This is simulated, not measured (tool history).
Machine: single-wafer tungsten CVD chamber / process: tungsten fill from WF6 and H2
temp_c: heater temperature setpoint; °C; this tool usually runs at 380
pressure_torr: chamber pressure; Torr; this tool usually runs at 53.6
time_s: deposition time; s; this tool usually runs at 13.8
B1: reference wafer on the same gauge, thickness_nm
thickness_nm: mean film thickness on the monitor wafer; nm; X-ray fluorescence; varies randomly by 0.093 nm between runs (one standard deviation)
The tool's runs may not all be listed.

run 1 hour=0.0 | temp_c=380 pressure_torr=53.6 time_s=13.8 | B1=39.585 | thickness_nm=34.219
run 2 hour=86.1 | temp_c=380 pressure_torr=53.6 time_s=13.8 | B1=39.493 | thickness_nm=34.017
run 3 hour=189.2 | temp_c=371 pressure_torr=57.7 time_s=13.8 | B1=39.446 | thickness_nm=27.940
run 4 hour=275.1 | temp_c=380 pressure_torr=53.6 time_s=13.8 | B1=39.377 | thickness_nm=33.886
run 5 hour=360.2 | temp_c=380 pressure_torr=53.6 time_s=13.8 | B1=39.330 | thickness_nm=33.955
run 6 hour=399.0 | temp_c=380 pressure_torr=53.6 time_s=13.8 | B1=39.314 | thickness_nm=33.872
-- hour=457.1 thermocouple changed; heater temperature recalibrated
run 7 hour=638.4 | temp_c=380 pressure_torr=53.6 time_s=13.8 | B1=39.152 | thickness_nm=33.587
run 8 hour=714.4 | temp_c=380 pressure_torr=53.6 time_s=13.8 | B1=39.111 | thickness_nm=33.774
run 9 hour=777.3 | temp_c=380 pressure_torr=53.6 time_s=13.8 | B1=39.056 | thickness_nm=33.637
-- hour=784.3 gauge calibrated
run 10 hour=862.6 | temp_c=380 pressure_torr=53.6 time_s=13.8 | B1=39.844 | thickness_nm=34.391
run 11 hour=912.6 | temp_c=380 pressure_torr=53.6 time_s=13.8 | B1=39.806 | thickness_nm=34.477
run 12 hour=954.9 | temp_c=380 pressure_torr=53.6 time_s=13.8 | B1=39.798 | thickness_nm=34.347
run 13 hour=1013.2 | temp_c=389 pressure_torr=53.6 time_s=13.8 | B1=39.735 | thickness_nm=41.889
-- hour=1031.6 capacitance manometer re-zeroed and calibrated
run 14 hour=1079.3 | temp_c=380 pressure_torr=53.6 time_s=13.8 | B1=39.718 | thickness_nm=34.160
run 15 hour=1177.8 | temp_c=380 pressure_torr=53.6 time_s=13.8 | B1=39.668 | thickness_nm=34.197
run 16 hour=1220.4 | temp_c=376 pressure_torr=58.5 time_s=15.0 | B1=39.634 | thickness_nm=34.409
run 17 hour=1321.1 | temp_c=380 pressure_torr=65.7 time_s=15.8 | B1=39.539 | thickness_nm=40.890
run 18 hour=1632.7 | temp_c=380 pressure_torr=53.6 time_s=13.8 | B1=39.407 | thickness_nm=33.753
run 19 hour=1923.9 | temp_c=365 pressure_torr=48.3 time_s=12.2 | B1=39.187 | thickness_nm=20.404
run 20 hour=1962.6 | temp_c=380 pressure_torr=62.4 time_s=13.8 | B1=39.179 | thickness_nm=34.747
run 21 hour=2067.5 | temp_c=380 pressure_torr=53.6 time_s=13.8 | B1=39.094 | thickness_nm=33.725
run 22 hour=2117.8 | temp_c=374 pressure_torr=46.6 time_s=15.3 | B1=39.086 | thickness_nm=31.492
-- hour=2184.2 gauge calibrated
run 23 hour=2210.7 | temp_c=380 pressure_torr=66.3 time_s=11.9 | B1=39.865 | thickness_nm=31.047
-- hour=2286.9 thermocouple changed; heater temperature recalibrated
run 24 hour=2298.4 | temp_c=380 pressure_torr=53.6 time_s=16.0 | B1=39.851 | thickness_nm=39.669
-- hour=2335.4 showerhead replaced
run 25 hour=2514.6 | temp_c=389 pressure_torr=53.6 time_s=13.8 | B1=39.695 | thickness_nm=42.193
run 26 hour=2576.1 | temp_c=380 pressure_torr=53.6 time_s=12.6 | B1=39.657 | thickness_nm=31.032
run 27 hour=2861.7 | temp_c=374 pressure_torr=53.6 time_s=12.5 | B1=39.488 | thickness_nm=26.757
run 28 hour=2906.7 | temp_c=394 pressure_torr=57.9 time_s=12.0 | B1=39.439 | thickness_nm=41.186
run 29 hour=2957.9 | temp_c=380 pressure_torr=53.6 time_s=13.8 | B1=39.435 | thickness_nm=33.972
run 30 hour=3014.5 | temp_c=380 pressure_torr=53.6 time_s=13.8 | B1=39.378 | thickness_nm=33.958
run 31 hour=3106.8 | temp_c=380 pressure_torr=53.6 time_s=13.8 | B1=39.363 | thickness_nm=33.798

Forecast each of these 3 alternatives for the next run:
run A hour=3107.2 | temp_c=380 pressure_torr=60.8 time_s=13.8 | B1=? | thickness_nm=?
run B hour=3107.2 | temp_c=380 pressure_torr=66.4 time_s=11.5 | B1=? | thickness_nm=?
run C hour=3107.2 | temp_c=375 pressure_torr=53.6 time_s=13.8 | B1=? | thickness_nm=?

run=A B1=39.361 thickness_nm=34.896
run=B B1=39.361 thickness_nm=29.682
run=C B1=39.361 thickness_nm=30.149
Without the tool's hidden state the same runs would have given:
run=A thickness_nm=35.393
run=B thickness_nm=30.104
run=C thickness_nm=30.578
